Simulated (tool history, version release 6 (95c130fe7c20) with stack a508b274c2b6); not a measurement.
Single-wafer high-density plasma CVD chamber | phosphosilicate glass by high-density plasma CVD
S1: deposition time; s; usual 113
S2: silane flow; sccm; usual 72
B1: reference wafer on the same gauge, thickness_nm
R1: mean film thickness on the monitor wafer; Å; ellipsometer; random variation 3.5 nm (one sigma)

Run 1, hour 0: usual settings but S1 98 s; B1 858.702. Result: R1 6637.15 Å.
Run 2, hour 52.7: usual settings but S1 97 s, S2 65 sccm; B1 857.909. Result: R1 5943.5 Å.
Run 3, hour 122.9: usual settings but S1 97 s, S2 65 sccm; B1 851.459. Result: R1 5998.79 Å.
Run 4, hour 150.1: usual settings but S1 100 s; B1 850.491. Result: R1 6700.18 Å.
Run 5, hour 204.4: usual settings but S1 100 s; B1 850.919. Result: R1 6697.31 Å.
Run 6, hour 267.3: usual settings; B1 847.872. Result: R1 7551.74 Å.
Run 7, hour 298.9: usual settings; B1 845.936. Result: R1 7527.98 Å.
Run 8, hour 386.6: usual settings; B1 844.772. Result: R1 7536.9 Å.
Run 9, hour 470.8: usual settings but S2 82 sccm; B1 845.146. Result: R1 8452.91 Å.
Run 10, hour 603.7: usual settings but S2 82 sccm; B1 843.16. Result: R1 8400.01 Å.
Run 11, hour 758.1: usual settings; B1 840.294. Result: R1 7469.83 Å.
Run 12, hour 810.6: usual settings but S1 105 s; B1 839.947. Result: R1 7011.65 Å.
Run 13, hour 849.7: usual settings but S1 105 s; B1 839.978. Result: R1 6962.92 Å.
Run 14, hour 909.4: usual settings but S1 105 s; B1 841.718. Result: R1 6996.84 Å.
Run 15, hour 946.6: usual settings; B1 836.867. Result: R1 7482.28 Å.
Run 16, hour 1006.8: usual settings; B1 840.769. Result: R1 7526.78 Å.
Run 17, hour 1077.2: usual settings but S2 67 sccm; B1 840.504. Result: R1 6998.22 Å.
Run 18, hour 1107.1: usual settings; B1 839.465. Result: R1 7500.34 Å.
At hour 1149.4: gauge calibrated.
Run 19, hour 1169.2: usual settings; B1 866.895. Result: R1 7788.57 Å.
Run 20, hour 1234.1: usual settings but S1 134 s, S2 86 sccm; B1 861.853. Result: R1 10654.94 Å.
Run 21, hour 1298: usual settings; B1 859.896. Result: R1 7660.68 Å.
Run 22, hour 1367.3: usual settings but S1 134 s, S2 83 sccm; B1 857.313. Result: R1 10293.03 Å.
Run 23, hour 1410: usual settings but S1 121 s, S2 65 sccm; B1 856.515. Result: R1 7508.85 Å.
At hour 1445.2: silane flow controller replaced.
Run 24, hour 1473.2: usual settings but S1 102 s, S2 83 sccm; B1 855.356. Result: R1 7766.95 Å.
Run 25, hour 1519.6: usual settings but S1 93 s, S2 64 sccm; B1 853.36. Result: R1 5648.54 Å.
Run 26, hour 1707.5: usual settings; B1 850.345. Result: R1 7596.87 Å.
Run 27, hour 1733.6: usual settings but S1 119 s, S2 84 sccm; B1 847.739. Result: R1 9192.65 Å.
Run 28, hour 1759.8: usual settings but S1 103 s, S2 83 sccm; B1 847.884. Result: R1 7883.39 Å.
Run 29, hour 1810.1: usual settings but S1 128 s, S2 85 sccm; B1 849.551. Result: R1 9879.71 Å.
Run 30, hour 1859.7: usual settings; B1 847.677. Result: R1 7558.84 Å.
Run 31, hour 1918.4: usual settings; B1 846.935. Result: R1 7502.64 Å.
Run 32, hour 1982.8: usual settings but S1 91 s, S2 61 sccm; B1 845.834. Result: R1 5207.59 Å.
Run 33, hour 2011.5: usual settings; B1 847.171. Result: R1 7573.08 Å.
Run 34, hour 2057.6: usual settings but S1 102 s, S2 82 sccm; B1 847.638. Result: R1 7615.15 Å.

5 ways to go on from here, each from the tool as it stands after run 34. What would each give?
Run A, hour 2058: usual settings; B1 ?. Result: R1 ?.
Run B, hour 2058: usual settings but S1 122 s, S2 66 sccm; B1 ?. Result: R1 ?.
Run C, hour 2058: usual settings but S1 127 s, S2 66 sccm; B1 ?. Result: R1 ?.
Run D, hour 2058: usual settings but S1 103 s, S2 86 sccm; B1 ?. Result: R1 ?.
Run E, hour 2058: usual settings but S1 103 s, S2 78 sccm; B1 ?. Result: R1 ?.

run       B1       R1
  A  846.199  7524.67
  B  846.199  7529.21
  C  846.199  7837.79
  D  846.199  8030.42
  E  846.199   7360.9
Without the tool's hidden state the same runs would have given:
run       R1
  A  7714.51
  B  7719.18
  C  8035.54
  D  8233.02
  E  7546.62
